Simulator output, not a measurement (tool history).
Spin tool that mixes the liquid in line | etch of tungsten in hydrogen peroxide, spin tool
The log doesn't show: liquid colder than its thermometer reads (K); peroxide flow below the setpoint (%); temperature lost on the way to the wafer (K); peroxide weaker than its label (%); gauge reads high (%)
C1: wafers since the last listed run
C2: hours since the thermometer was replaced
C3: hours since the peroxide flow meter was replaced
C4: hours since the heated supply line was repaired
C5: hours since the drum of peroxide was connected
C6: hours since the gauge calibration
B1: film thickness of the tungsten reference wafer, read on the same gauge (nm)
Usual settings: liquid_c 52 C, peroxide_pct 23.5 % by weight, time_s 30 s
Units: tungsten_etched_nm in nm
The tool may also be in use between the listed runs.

run 1 hour=0 | liquid_c=55.5 peroxide_pct=23.5 time_s=30 | C1=0 C2=1933.1 C3=1663 C4=199.6 C5=144.7 C6=352.7 | B1=69.99 | tungsten_etched_nm=47.09
run 2 hour=28.7 | liquid_c=55.5 peroxide_pct=23.5 time_s=30 | C1=430 C2=1961.8 C3=1691.7 C4=228.3 C5=173.4 C6=381.4 | B1=70 | tungsten_etched_nm=47.3
run 3 hour=63.3 | liquid_c=55 peroxide_pct=18 time_s=30 | C1=518 C2=1996.4 C3=1726.3 C4=262.9 C5=208 C6=416 | B1=69.98 | tungsten_etched_nm=39.74
run 4 hour=75.9 | liquid_c=52 peroxide_pct=23.5 time_s=20 | C1=188 C2=2009 C3=1738.9 C4=275.5 C5=220.6 C6=428.6 | B1=69.97 | tungsten_etched_nm=25.49
run 5 hour=105.3 | liquid_c=52 peroxide_pct=23.5 time_s=30 | C1=440 C2=2038.4 C3=1768.3 C4=304.9 C5=250 C6=458 | B1=69.98 | tungsten_etched_nm=38.42
run 6 hour=124 | liquid_c=52 peroxide_pct=23.5 time_s=30 | C1=280 C2=2057.1 C3=1787 C4=323.6 C5=268.7 C6=476.7 | B1=70.04 | tungsten_etched_nm=37.91
run 7 hour=149.3 | liquid_c=52 peroxide_pct=23.5 time_s=30 | C1=379 C2=2082.4 C3=1812.3 C4=348.9 C5=294 C6=502 | B1=70.01 | tungsten_etched_nm=38.04
run 8 hour=164 | liquid_c=52 peroxide_pct=23.5 time_s=30 | C1=220 C2=2097.1 C3=1827 C4=363.6 C5=308.7 C6=516.7 | B1=70.01 | tungsten_etched_nm=38.26
run 9 hour=199.8 | liquid_c=52 peroxide_pct=23.5 time_s=30 | C1=536 C2=2132.9 C3=1862.8 C4=399.4 C5=344.5 C6=552.5 | B1=69.96 | tungsten_etched_nm=38.01
run 10 hour=229 | liquid_c=52 peroxide_pct=23.5 time_s=30 | C1=437 C2=2162.1 C3=1892 C4=428.6 C5=373.7 C6=581.7 | B1=69.99 | tungsten_etched_nm=38.3
-- hour=233.1 gauge calibrated
run 11 hour=245.3 | liquid_c=56 peroxide_pct=23.5 time_s=30 | C1=244 C2=2178.4 C3=1908.3 C4=444.9 C5=390 C6=12.2 | B1=70.02 | tungsten_etched_nm=48.65
-- hour=256.1 new drum of peroxide connected
-- hour=261.8 peroxide flow meter replaced
run 12 hour=262.3 | liquid_c=56 peroxide_pct=23.5 time_s=30 | C1=224 C2=2195.4 C3=0.5 C4=461.9 C5=6.2 C6=29.2 | B1=69.99 | tungsten_etched_nm=48.07
run 13 hour=276.3 | liquid_c=52 peroxide_pct=23.5 time_s=30 | C1=209 C2=2209.4 C3=14.5 C4=475.9 C5=20.2 C6=43.2 | B1=69.96 | tungsten_etched_nm=38.13
run 14 hour=295.7 | liquid_c=61 peroxide_pct=26 time_s=20 | C1=290 C2=2228.8 C3=33.9 C4=495.3 C5=39.6 C6=62.6 | B1=70.05 | tungsten_etched_nm=45.44
run 15 hour=308.8 | liquid_c=52 peroxide_pct=20 time_s=30 | C1=196 C2=2241.9 C3=47 C4=508.4 C5=52.7 C6=75.7 | B1=70.01 | tungsten_etched_nm=34.82
run 16 hour=325.2 | liquid_c=52 peroxide_pct=18.5 time_s=30 | C1=245 C2=2258.3 C3=63.4 C4=524.8 C5=69.1 C6=92.1 | B1=70.01 | tungsten_etched_nm=33.69
run 17 hour=349.6 | liquid_c=58 peroxide_pct=21 time_s=15 | C1=365 C2=2282.7 C3=87.8 C4=549.2 C5=93.5 C6=116.5 | B1=70.01 | tungsten_etched_nm=25.77
run 18 hour=378.1 | liquid_c=52 peroxide_pct=26 time_s=30 | C1=427 C2=2311.2 C3=116.3 C4=577.7 C5=122 C6=145 | B1=70.02 | tungsten_etched_nm=40.11
run 19 hour=398.5 | liquid_c=52 peroxide_pct=23.5 time_s=30 | C1=305 C2=2331.6 C3=136.7 C4=598.1 C5=142.4 C6=165.4 | B1=69.99 | tungsten_etched_nm=37.88
-- hour=405.1 heated supply line repaired
run 20 hour=471.8 | liquid_c=52 peroxide_pct=23.5 time_s=15 | C1=1084 C2=2404.9 C3=210 C4=66.7 C5=215.7 C6=238.7 | B1=69.99 | tungsten_etched_nm=18.97
run 21 hour=493.5 | liquid_c=48.5 peroxide_pct=26 time_s=45 | C1=325 C2=2426.6 C3=231.7 C4=88.4 C5=237.4 C6=260.4 | B1=70.03 | tungsten_etched_nm=48.43
-- hour=509.9 thermometer replaced
run 22 hour=517 | liquid_c=52 peroxide_pct=18 time_s=20 | C1=337 C2=7.1 C3=255.2 C4=111.9 C5=260.9 C6=283.9 | B1=69.99 | tungsten_etched_nm=22.23
run 23 hour=552.5 | liquid_c=43.5 peroxide_pct=16.5 time_s=15 | C1=532 C2=42.6 C3=290.7 C4=147.4 C5=296.4 C6=319.4 | B1=69.97 | tungsten_etched_nm=9.41
run 24 hour=574 | liquid_c=52 peroxide_pct=26 time_s=30 | C1=322 C2=64.1 C3=312.2 C4=168.9 C5=317.9 C6=340.9 | B1=70.03 | tungsten_etched_nm=40.19
-- hour=606.6 new drum of peroxide connected
run 25 hour=607.2 | liquid_c=52 peroxide_pct=23.5 time_s=30 | C1=482 C2=97.3 C3=345.4 C4=202.1 C5=0.6 C6=374.1 | B1=70 | tungsten_etched_nm=37.88
run 26 hour=642.3 | liquid_c=45.5 peroxide_pct=23.5 time_s=45 | C1=526 C2=132.4 C3=380.5 C4=237.2 C5=35.7 C6=409.2 | B1=70.01 | tungsten_etched_nm=38.24
run 27 hour=734.3 | liquid_c=56 peroxide_pct=23.5 time_s=30 | C1=1379 C2=224.4 C3=472.5 C4=329.2 C5=127.7 C6=501.2 | B1=70.02 | tungsten_etched_nm=48.08

What the log doesn't show, run by run:
liquid colder than its thermometer reads (K): 0 in every run
peroxide flow below the setpoint (%): 0 in every run
temperature lost on the way to the wafer (K): 0 in every run
peroxide weaker than its label (%): 0 in every run
gauge reads high (%): 0 in every run

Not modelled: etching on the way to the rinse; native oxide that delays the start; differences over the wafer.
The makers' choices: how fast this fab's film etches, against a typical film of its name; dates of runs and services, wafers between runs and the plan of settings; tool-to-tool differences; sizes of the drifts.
